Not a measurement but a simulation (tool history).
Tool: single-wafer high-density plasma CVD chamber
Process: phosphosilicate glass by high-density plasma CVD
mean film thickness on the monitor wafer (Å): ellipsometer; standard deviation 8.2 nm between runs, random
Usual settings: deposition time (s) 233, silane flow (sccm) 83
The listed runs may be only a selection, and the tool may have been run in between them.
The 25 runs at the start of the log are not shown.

run,hour,deposition time (s),silane flow (sccm),wafers since the last listed run,hours since the silane flow controller was replaced,hours since the gauge calibration,"read-back reference wafer on the same gauge, thickness_nm",mean film thickness on the monitor wafer (Å)
26,1256.9,267,95,181,52.7,136.9,2252.661,25002.97
27,1289.0,190,69,142,84.8,169.0,2252.302,13857.46
28,1401.2,233,89,497,197.0,281.2,2248.467,20524.56
29,1447.3,252,74,204,243.1,327.3,2246.499,19436.17
30,1481.1,233,83,149,276.9,361.1,2250.389,19509.78
31,1505.6,233,83,108,301.4,385.6,2251.019,19426.79
32,1551.3,263,93,202,347.1,431.3,2254.548,24134.88
33,1581.9,233,83,135,377.7,461.9,2251.769,19394.19
34,1615.7,276,77,149,411.5,495.7,2250.407,21912.98
35,1657.3,233,83,184,453.1,537.3,2252.186,19390.74
36,1682.3,190,77,110,478.1,562.3,2254.496,14975.51
37,1739.9,210,67,255,535.7,619.9,2249.710,14964.63
38,1797.9,198,71,257,593.7,677.9,2250.131,14709.36
39,1845.2,233,83,209,641.0,725.2,2250.605,19500.82
40,1954.7,202,83,485,750.5,834.7,2248.858,16782.82
41,1986.2,233,83,139,782.0,866.2,2249.530,19298.44
42,2031.1,233,83,199,826.9,911.1,2247.952,19285.11
43,2081.2,254,77,222,877.0,961.2,2244.592,19828.37
44,2122.1,191,96,181,917.9,1002.1,2244.592,17722.68

Consider 4 possible next runs. They are alternatives, not a sequence: every one starts from the tool as it was left by run 44. What does each give?
A,2122.6,269,83,2,918.4,1002.6,?,?
B,2122.6,210,72,2,918.4,1002.6,?,?
C,2122.6,261,91,2,918.4,1002.6,?,?
D,2122.6,216,94,2,918.4,1002.6,?,?

run,"read-back reference wafer on the same gauge, thickness_nm",mean film thickness on the monitor wafer (Å)
A,2248.334,22431.97
B,2248.334,15728.10
C,2248.334,23377.27
D,2248.334,19847.11
Without the tool's hidden state the same runs would have given:
run,mean film thickness on the monitor wafer (Å)
A,22879.16
B,16041.64
C,23843.30
D,20242.77

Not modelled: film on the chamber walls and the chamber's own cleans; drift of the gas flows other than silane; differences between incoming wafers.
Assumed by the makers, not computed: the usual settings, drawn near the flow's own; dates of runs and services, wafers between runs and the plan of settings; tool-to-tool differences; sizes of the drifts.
